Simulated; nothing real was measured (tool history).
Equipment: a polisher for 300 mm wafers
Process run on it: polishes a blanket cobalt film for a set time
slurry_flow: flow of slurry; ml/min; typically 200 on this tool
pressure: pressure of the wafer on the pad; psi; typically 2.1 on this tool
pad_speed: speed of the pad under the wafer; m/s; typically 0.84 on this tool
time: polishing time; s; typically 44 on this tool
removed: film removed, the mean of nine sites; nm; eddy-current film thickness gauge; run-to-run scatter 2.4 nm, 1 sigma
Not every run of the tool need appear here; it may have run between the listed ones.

run,day,slurry_flow,pressure,pad_speed,time,"incoming thickness of the incoming film, nm",removed
1,0.000,200,2.1,0.84,44,1042.7,158.5
2,0.742,200,2.1,0.84,44,1045.4,155.9
3,1.458,200,2.1,0.84,44,1080.4,151.9
4,1.892,200,2.1,0.84,44,1063.6,151.7
# day 2.146: worn pad replaced by a new one
# day 3.150: slurry nozzle cleaned
5,3.975,200,2.1,0.84,44,1047.8,159.6
6,4.254,200,2.1,0.84,44,1081.6,156.1
7,4.642,200,2.1,0.84,44,1075.9,152.8
# day 4.842: head pressure recalibrated
8,5.275,200,1.7,0.84,44,1054.7,124.1
# day 5.708: worn pad replaced by a new one
9,5.904,200,2.5,0.84,44,1039.5,189.0
10,6.312,200,2.1,0.84,44,1055.8,162.4
11,6.817,200,2.1,0.84,55,1061.8,198.9
12,7.446,200,2.1,0.84,44,1059.7,154.6
13,7.696,200,2.1,0.84,44,1052.4,155.3
14,9.075,200,2.1,1.06,32,1058.1,134.0
15,9.550,135,2.1,0.56,44,1049.6,92.0
# day 9.771: worn pad replaced by a new one
16,9.983,240,2.1,0.64,40,1060.4,116.4
17,10.450,200,1.8,1.08,36,1071.4,145.1

Measured minus without-hidden-state, run by run (identical run-to-run variation in each term; gauge scatter may differ):
Hidden state at play: removal rate lost through wear of the pad, %; slurry flow missing at the pad, %; deviation of the head's pressure from its setpoint, %.
run,removed
1,-8.2
2,-11.8
3,-15.2
4,-17.5
5,-9.7
6,-10.9
7,-12.6
8,-13.0
9,-5.0
10,-6.3
11,-11.0
12,-11.7
13,-13.0
14,-17.7
15,-13.8
16,-1.9
17,-4.4

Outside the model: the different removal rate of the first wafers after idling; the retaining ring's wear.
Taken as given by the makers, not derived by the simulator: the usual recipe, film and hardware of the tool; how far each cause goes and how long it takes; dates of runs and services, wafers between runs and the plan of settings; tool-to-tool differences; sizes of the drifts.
